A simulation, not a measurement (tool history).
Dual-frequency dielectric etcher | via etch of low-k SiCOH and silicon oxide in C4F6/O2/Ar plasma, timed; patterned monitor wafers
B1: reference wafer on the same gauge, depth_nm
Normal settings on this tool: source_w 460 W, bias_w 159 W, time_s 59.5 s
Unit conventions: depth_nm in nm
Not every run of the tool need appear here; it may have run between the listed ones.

run 1 day=0.000 | source_w=460 bias_w=171 time_s=59.5 | B1=159.1 | depth_nm=197.1
run 2 day=1.892 | source_w=460 bias_w=171 time_s=59.5 | B1=158.8 | depth_nm=197.1
-- day=2.900 wet clean of the chamber
run 3 day=5.721 | source_w=460 bias_w=171 time_s=59.5 | B1=159.1 | depth_nm=187.4
run 4 day=9.692 | source_w=460 bias_w=178 time_s=59.5 | B1=159.0 | depth_nm=192.4
run 5 day=13.721 | source_w=460 bias_w=178 time_s=59.5 | B1=158.9 | depth_nm=197.4
-- day=15.654 gauge calibrated
run 6 day=16.942 | source_w=460 bias_w=159 time_s=59.5 | B1=159.0 | depth_nm=187.4
-- day=17.996 upper electrode replaced
run 7 day=19.029 | source_w=390 bias_w=175 time_s=59.5 | B1=159.2 | depth_nm=184.2
-- day=22.304 bias power generator calibrated
-- day=22.462 wet clean of the chamber
run 8 day=22.588 | source_w=460 bias_w=142 time_s=59.5 | B1=158.9 | depth_nm=173.2
run 9 day=24.908 | source_w=460 bias_w=159 time_s=59.5 | B1=158.5 | depth_nm=179.5
run 10 day=27.862 | source_w=410 bias_w=187 time_s=59.5 | B1=158.9 | depth_nm=188.4
run 11 day=30.083 | source_w=530 bias_w=139 time_s=50.5 | B1=159.3 | depth_nm=153.9
run 12 day=34.367 | source_w=390 bias_w=175 time_s=59.5 | B1=158.6 | depth_nm=183.6
-- day=34.658 source power generator calibrated
run 13 day=36.188 | source_w=460 bias_w=159 time_s=64.5 | B1=159.3 | depth_nm=201.8
run 14 day=40.208 | source_w=550 bias_w=128 time_s=51.5 | B1=159.0 | depth_nm=156.9
run 15 day=42.242 | source_w=530 bias_w=136 time_s=54.0 | B1=159.0 | depth_nm=168.0
-- day=44.508 wet clean of the chamber
run 16 day=45.233 | source_w=460 bias_w=171 time_s=59.5 | B1=158.9 | depth_nm=187.0
run 17 day=46.833 | source_w=430 bias_w=125 time_s=41.5 | B1=158.8 | depth_nm=112.0
run 18 day=48.917 | source_w=460 bias_w=185 time_s=59.5 | B1=159.0 | depth_nm=192.5

Each row is a separate what-if for the run after 18, all from the same tool condition, not one after another. Results?
run A day=48.933 | source_w=570 bias_w=159 time_s=59.5 | B1=? | depth_nm=?
run B day=48.933 | source_w=530 bias_w=126 time_s=59.5 | B1=? | depth_nm=?
run C day=48.933 | source_w=500 bias_w=123 time_s=45.5 | B1=? | depth_nm=?

run=A B1=158.6 depth_nm=194.7
run=B B1=158.6 depth_nm=172.7
run=C B1=158.6 depth_nm=128.3
Take away the tool's hidden state, keep each run's random variation, and the runs would have read:
run=A depth_nm=191.6
run=B depth_nm=169.9
run=C depth_nm=126.2
